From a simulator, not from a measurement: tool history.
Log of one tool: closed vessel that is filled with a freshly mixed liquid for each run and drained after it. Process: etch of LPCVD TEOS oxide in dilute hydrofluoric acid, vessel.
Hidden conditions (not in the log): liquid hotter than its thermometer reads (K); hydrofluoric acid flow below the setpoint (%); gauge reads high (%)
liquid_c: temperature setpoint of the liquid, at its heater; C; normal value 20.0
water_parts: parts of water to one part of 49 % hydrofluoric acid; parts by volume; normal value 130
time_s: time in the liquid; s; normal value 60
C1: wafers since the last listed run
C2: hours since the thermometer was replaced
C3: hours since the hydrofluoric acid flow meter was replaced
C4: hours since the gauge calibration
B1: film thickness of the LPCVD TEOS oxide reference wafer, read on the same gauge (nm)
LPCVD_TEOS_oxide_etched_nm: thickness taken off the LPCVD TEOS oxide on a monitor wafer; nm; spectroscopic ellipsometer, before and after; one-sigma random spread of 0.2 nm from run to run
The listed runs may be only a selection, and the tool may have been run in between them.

run 1 hour=0.0 | liquid_c=20.0 water_parts=130 time_s=60 | C1=0 C2=2377.6 C3=374.4 C4=1353.1 | B1=113.05 | LPCVD_TEOS_oxide_etched_nm=19.15
run 2 hour=65.5 | liquid_c=20.0 water_parts=130 time_s=60 | C1=7105 C2=2443.1 C3=439.9 C4=1418.6 | B1=112.53 | LPCVD_TEOS_oxide_etched_nm=19.11
run 3 hour=127.1 | liquid_c=23.5 water_parts=130 time_s=50 | C1=6682 C2=2504.7 C3=501.5 C4=1480.2 | B1=112.05 | LPCVD_TEOS_oxide_etched_nm=18.07
run 4 hour=178.4 | liquid_c=23.5 water_parts=130 time_s=50 | C1=5565 C2=2556.0 C3=552.8 C4=1531.5 | B1=111.59 | LPCVD_TEOS_oxide_etched_nm=18.11
run 5 hour=239.3 | liquid_c=18.0 water_parts=130 time_s=60 | C1=6606 C2=2616.9 C3=613.7 C4=1592.4 | B1=111.07 | LPCVD_TEOS_oxide_etched_nm=17.39
run 6 hour=269.0 | liquid_c=18.0 water_parts=130 time_s=60 | C1=3222 C2=2646.6 C3=643.4 C4=1622.1 | B1=110.79 | LPCVD_TEOS_oxide_etched_nm=17.48
-- hour=279.2 hydrofluoric acid flow meter replaced
run 7 hour=339.1 | liquid_c=18.0 water_parts=130 time_s=60 | C1=7496 C2=2716.7 C3=59.9 C4=1692.2 | B1=110.14 | LPCVD_TEOS_oxide_etched_nm=17.32
-- hour=382.5 gauge calibrated
run 8 hour=382.7 | liquid_c=20.0 water_parts=130 time_s=60 | C1=4730 C2=2760.3 C3=103.5 C4=0.2 | B1=121.02 | LPCVD_TEOS_oxide_etched_nm=20.61
run 9 hour=424.8 | liquid_c=20.0 water_parts=130 time_s=60 | C1=4567 C2=2802.4 C3=145.6 C4=42.3 | B1=121.01 | LPCVD_TEOS_oxide_etched_nm=20.83
run 10 hour=456.0 | liquid_c=20.0 water_parts=130 time_s=60 | C1=3384 C2=2833.6 C3=176.8 C4=73.5 | B1=121.02 | LPCVD_TEOS_oxide_etched_nm=20.70
-- hour=469.1 thermometer replaced
run 11 hour=496.7 | liquid_c=20.0 water_parts=130 time_s=60 | C1=4306 C2=27.6 C3=217.5 C4=114.2 | B1=120.96 | LPCVD_TEOS_oxide_etched_nm=20.36
run 12 hour=531.6 | liquid_c=22.0 water_parts=130 time_s=85 | C1=3786 C2=62.5 C3=252.4 C4=149.1 | B1=120.91 | LPCVD_TEOS_oxide_etched_nm=31.52
run 13 hour=569.3 | liquid_c=24.5 water_parts=130 time_s=60 | C1=4089 C2=100.2 C3=290.1 C4=186.8 | B1=120.90 | LPCVD_TEOS_oxide_etched_nm=24.42
run 14 hour=621.4 | liquid_c=22.5 water_parts=130 time_s=60 | C1=5652 C2=152.3 C3=342.2 C4=238.9 | B1=120.86 | LPCVD_TEOS_oxide_etched_nm=22.48
run 15 hour=658.0 | liquid_c=20.0 water_parts=130 time_s=60 | C1=3970 C2=188.9 C3=378.8 C4=275.5 | B1=120.79 | LPCVD_TEOS_oxide_etched_nm=20.51
run 16 hour=682.9 | liquid_c=17.5 water_parts=190 time_s=35 | C1=2701 C2=213.8 C3=403.7 C4=300.4 | B1=120.76 | LPCVD_TEOS_oxide_etched_nm=6.94
run 17 hour=711.3 | liquid_c=20.0 water_parts=130 time_s=90 | C1=3081 C2=242.2 C3=432.1 C4=328.8 | B1=120.72 | LPCVD_TEOS_oxide_etched_nm=30.55
run 18 hour=770.6 | liquid_c=20.0 water_parts=130 time_s=60 | C1=6433 C2=301.5 C3=491.4 C4=388.1 | B1=120.59 | LPCVD_TEOS_oxide_etched_nm=20.44
-- hour=792.8 hydrofluoric acid flow meter replaced
run 19 hour=819.8 | liquid_c=20.0 water_parts=130 time_s=60 | C1=5229 C2=350.7 C3=27.0 C4=437.3 | B1=120.46 | LPCVD_TEOS_oxide_etched_nm=20.67
run 20 hour=870.3 | liquid_c=17.0 water_parts=185 time_s=40 | C1=5478 C2=401.2 C3=77.5 C4=487.8 | B1=120.31 | LPCVD_TEOS_oxide_etched_nm=8.15
run 21 hour=907.0 | liquid_c=17.0 water_parts=130 time_s=85 | C1=3981 C2=437.9 C3=114.2 C4=524.5 | B1=120.23 | LPCVD_TEOS_oxide_etched_nm=25.39
run 22 hour=957.1 | liquid_c=24.0 water_parts=85 time_s=80 | C1=5435 C2=488.0 C3=164.3 C4=574.6 | B1=120.07 | LPCVD_TEOS_oxide_etched_nm=50.93
run 23 hour=982.6 | liquid_c=20.0 water_parts=130 time_s=60 | C1=2766 C2=513.5 C3=189.8 C4=600.1 | B1=119.99 | LPCVD_TEOS_oxide_etched_nm=20.39
run 24 hour=1042.9 | liquid_c=22.5 water_parts=130 time_s=30 | C1=6541 C2=573.8 C3=250.1 C4=660.4 | B1=119.78 | LPCVD_TEOS_oxide_etched_nm=11.26
run 25 hour=1113.5 | liquid_c=20.0 water_parts=130 time_s=60 | C1=7659 C2=644.4 C3=320.7 C4=731.0 | B1=119.50 | LPCVD_TEOS_oxide_etched_nm=20.11
run 26 hour=1138.5 | liquid_c=17.0 water_parts=130 time_s=40 | C1=2712 C2=669.4 C3=345.7 C4=756.0 | B1=119.40 | LPCVD_TEOS_oxide_etched_nm=12.00
run 27 hour=1197.0 | liquid_c=17.0 water_parts=75 time_s=30 | C1=6346 C2=727.9 C3=404.2 C4=814.5 | B1=119.13 | LPCVD_TEOS_oxide_etched_nm=16.44
run 28 hour=1365.3 | liquid_c=20.0 water_parts=130 time_s=60 | C1=18258 C2=896.2 C3=572.5 C4=982.8 | B1=118.28 | LPCVD_TEOS_oxide_etched_nm=20.40
run 29 hour=1420.1 | liquid_c=22.5 water_parts=160 time_s=30 | C1=5945 C2=951.0 C3=627.3 C4=1037.6 | B1=117.98 | LPCVD_TEOS_oxide_etched_nm=8.89
-- hour=1435.1 hydrofluoric acid flow meter replaced
run 30 hour=1466.5 | liquid_c=17.0 water_parts=130 time_s=60 | C1=4925 C2=997.4 C3=31.4 C4=1084.0 | B1=117.67 | LPCVD_TEOS_oxide_etched_nm=17.44
run 31 hour=1521.1 | liquid_c=20.0 water_parts=130 time_s=60 | C1=5923 C2=1052.0 C3=86.0 C4=1138.6 | B1=117.34 | LPCVD_TEOS_oxide_etched_nm=19.89
run 32 hour=1579.8 | liquid_c=20.0 water_parts=130 time_s=60 | C1=6368 C2=1110.7 C3=144.7 C4=1197.3 | B1=116.96 | LPCVD_TEOS_oxide_etched_nm=19.89
run 33 hour=1635.8 | liquid_c=20.0 water_parts=175 time_s=35 | C1=6075 C2=1166.7 C3=200.7 C4=1253.3 | B1=116.60 | LPCVD_TEOS_oxide_etched_nm=8.21

Per-run results on a tool with no hidden state, each run keeping its own random variation:
run=1 LPCVD_TEOS_oxide_etched_nm=20.33
run=2 LPCVD_TEOS_oxide_etched_nm=20.37
run=3 LPCVD_TEOS_oxide_etched_nm=19.35
run=4 LPCVD_TEOS_oxide_etched_nm=19.47
run=5 LPCVD_TEOS_oxide_etched_nm=18.78
run=6 LPCVD_TEOS_oxide_etched_nm=18.93
run=7 LPCVD_TEOS_oxide_etched_nm=18.87
run=8 LPCVD_TEOS_oxide_etched_nm=20.44
run=9 LPCVD_TEOS_oxide_etched_nm=20.66
run=10 LPCVD_TEOS_oxide_etched_nm=20.53
run=11 LPCVD_TEOS_oxide_etched_nm=20.19
run=12 LPCVD_TEOS_oxide_etched_nm=31.27
run=13 LPCVD_TEOS_oxide_etched_nm=24.23
run=14 LPCVD_TEOS_oxide_etched_nm=22.32
run=15 LPCVD_TEOS_oxide_etched_nm=20.38
run=16 LPCVD_TEOS_oxide_etched_nm=6.89
run=17 LPCVD_TEOS_oxide_etched_nm=30.37
run=18 LPCVD_TEOS_oxide_etched_nm=20.34
run=19 LPCVD_TEOS_oxide_etched_nm=20.59
run=20 LPCVD_TEOS_oxide_etched_nm=8.13
run=21 LPCVD_TEOS_oxide_etched_nm=25.34
run=22 LPCVD_TEOS_oxide_etched_nm=50.90
run=23 LPCVD_TEOS_oxide_etched_nm=20.39
run=24 LPCVD_TEOS_oxide_etched_nm=11.28
run=25 LPCVD_TEOS_oxide_etched_nm=20.20
run=26 LPCVD_TEOS_oxide_etched_nm=12.06
run=27 LPCVD_TEOS_oxide_etched_nm=16.56
run=28 LPCVD_TEOS_oxide_etched_nm=20.70
run=29 LPCVD_TEOS_oxide_etched_nm=9.04
run=30 LPCVD_TEOS_oxide_etched_nm=17.78
run=31 LPCVD_TEOS_oxide_etched_nm=20.34
run=32 LPCVD_TEOS_oxide_etched_nm=20.41
run=33 LPCVD_TEOS_oxide_etched_nm=8.45
